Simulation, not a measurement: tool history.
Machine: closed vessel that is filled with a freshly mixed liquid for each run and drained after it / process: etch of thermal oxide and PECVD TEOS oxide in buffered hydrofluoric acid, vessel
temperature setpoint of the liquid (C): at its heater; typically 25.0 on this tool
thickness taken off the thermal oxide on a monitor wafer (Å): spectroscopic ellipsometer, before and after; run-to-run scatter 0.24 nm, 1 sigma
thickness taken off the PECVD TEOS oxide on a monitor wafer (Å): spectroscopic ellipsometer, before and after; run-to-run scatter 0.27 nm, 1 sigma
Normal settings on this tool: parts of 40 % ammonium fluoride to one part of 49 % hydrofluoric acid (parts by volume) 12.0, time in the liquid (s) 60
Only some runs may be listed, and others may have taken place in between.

| run | hour | temperature setpoint of the liquid (C) | parts of 40 % ammonium fluoride to one part of 49 % hydrofluoric acid (parts by volume) | time in the liquid (s) | wafers since the last listed run | hours since the thermometer was replaced | hours since the hydrofluoric acid flow meter was replaced | hours since the gauge calibration | read-back film thickness of the thermal oxide reference wafer, read on the same gauge (nm) | read-back film thickness of the PECVD TEOS oxide reference wafer, read on the same gauge (nm) | thickness taken off the thermal oxide on a monitor wafer (Å) | thickness taken off the PECVD TEOS oxide on a monitor wafer (Å) |
|---|---|---|---|---|---|---|---|---|---|---|---|---|
| 1 | 0.0 | 25.0 | 12.0 | 60 | 0 | 737.4 | 706.6 | 78.7 | 150.01 | 69.99 | 604.7 | 661.4 |
| 2 | 92.3 | 25.0 | 12.0 | 60 | 12032 | 829.7 | 798.9 | 171.0 | 149.99 | 70.01 | 600.9 | 658.6 |
| 3 | 163.2 | 22.5 | 12.0 | 80 | 9242 | 900.6 | 869.8 | 241.9 | 149.99 | 69.99 | 698.8 | 761.7 |
| 4 | 219.4 | 22.5 | 12.0 | 80 | 7326 | 956.8 | 926.0 | 298.1 | 150.02 | 70.02 | 701.6 | 758.8 |
| 5 | 289.9 | 25.0 | 12.0 | 60 | 9190 | 1027.3 | 996.5 | 368.6 | 150.00 | 69.99 | 600.2 | 655.0 |
| 6 | 362.8 | 27.5 | 12.0 | 75 | 9503 | 1100.2 | 1069.4 | 441.5 | 150.02 | 70.00 | 849.1 | 934.8 |
| 7 | 403.1 | 25.0 | 12.0 | 60 | 5253 | 1140.5 | 1109.7 | 481.8 | 150.01 | 70.00 | 596.1 | 651.6 |
| 8 | 457.3 | 25.0 | 12.0 | 60 | 7065 | 1194.7 | 1163.9 | 536.0 | 150.00 | 70.00 | 593.5 | 649.0 |
| 9 | 521.6 | 25.0 | 12.0 | 60 | 8382 | 1259.0 | 1228.2 | 600.3 | 149.99 | 70.03 | 600.3 | 654.4 |
|  | 596.5 | thermometer replaced |
| 10 | 649.7 | 25.0 | 12.0 | 60 | 16569 | 53.2 | 1356.3 | 728.4 | 150.01 | 70.00 | 611.8 | 668.0 |
| 11 | 730.2 | 23.5 | 16.0 | 45 | 10494 | 133.7 | 1436.8 | 808.9 | 150.00 | 70.03 | 320.6 | 349.3 |
| 12 | 775.6 | 22.0 | 12.0 | 60 | 5918 | 179.1 | 1482.2 | 854.3 | 150.00 | 69.99 | 520.1 | 564.3 |
| 13 | 852.8 | 25.0 | 12.0 | 60 | 10064 | 256.3 | 1559.4 | 931.5 | 149.99 | 70.00 | 609.2 | 668.8 |
| 14 | 912.8 | 28.5 | 9.5 | 60 | 7821 | 316.3 | 1619.4 | 991.5 | 149.99 | 70.00 | 903.3 | 982.8 |
| 15 | 1001.4 | 29.5 | 9.0 | 60 | 11550 | 404.9 | 1708.0 | 1080.1 | 149.99 | 69.96 | 988.9 | 1070.8 |
| 16 | 1058.1 | 25.0 | 12.0 | 60 | 7391 | 461.6 | 1764.7 | 1136.8 | 150.02 | 69.97 | 610.3 | 664.0 |
| 17 | 1163.7 | 29.5 | 9.0 | 60 | 13766 | 567.2 | 1870.3 | 1242.4 | 150.00 | 70.03 | 984.5 | 1074.5 |
|  | 1196.8 | hydrofluoric acid flow meter replaced |
|  | 1221.7 | gauge calibrated |
| 18 | 1334.7 | 23.5 | 13.5 | 60 | 22162 | 738.2 | 137.9 | 113.0 | 150.00 | 70.02 | 494.3 | 539.5 |
| 19 | 1415.5 | 23.0 | 15.5 | 90 | 10533 | 819.0 | 218.7 | 193.8 | 150.01 | 70.03 | 626.7 | 688.1 |
| 20 | 1493.9 | 21.5 | 10.0 | 30 | 10220 | 897.4 | 297.1 | 272.2 | 150.00 | 70.00 | 295.5 | 324.8 |
| 21 | 1597.9 | 25.0 | 14.0 | 60 | 13557 | 1001.4 | 401.1 | 376.2 | 150.03 | 70.03 | 512.7 | 561.2 |

The tool's hidden state at each run:
hydrofluoric acid flow above the setpoint (%): 0 at every run
gauge reads high (%): 0 at every run
H1: liquid colder than its thermometer reads (K)
| run | H1 |
|---|---|
| 1 | 0.356 |
| 2 | 0.4 |
| 3 | 0.434 |
| 4 | 0.461 |
| 5 | 0.495 |
| 6 | 0.53 |
| 7 | 0.549 |
| 8 | 0.575 |
| 9 | 0.606 |
| 10 | 0.0961 |
| 11 | 0.135 |
| 12 | 0.156 |
| 13 | 0.193 |
| 14 | 0.222 |
| 15 | 0.265 |
| 16 | 0.292 |
| 17 | 0.343 |
| 18 | 0.425 |
| 19 | 0.463 |
| 20 | 0.501 |
| 21 | 0.551 |

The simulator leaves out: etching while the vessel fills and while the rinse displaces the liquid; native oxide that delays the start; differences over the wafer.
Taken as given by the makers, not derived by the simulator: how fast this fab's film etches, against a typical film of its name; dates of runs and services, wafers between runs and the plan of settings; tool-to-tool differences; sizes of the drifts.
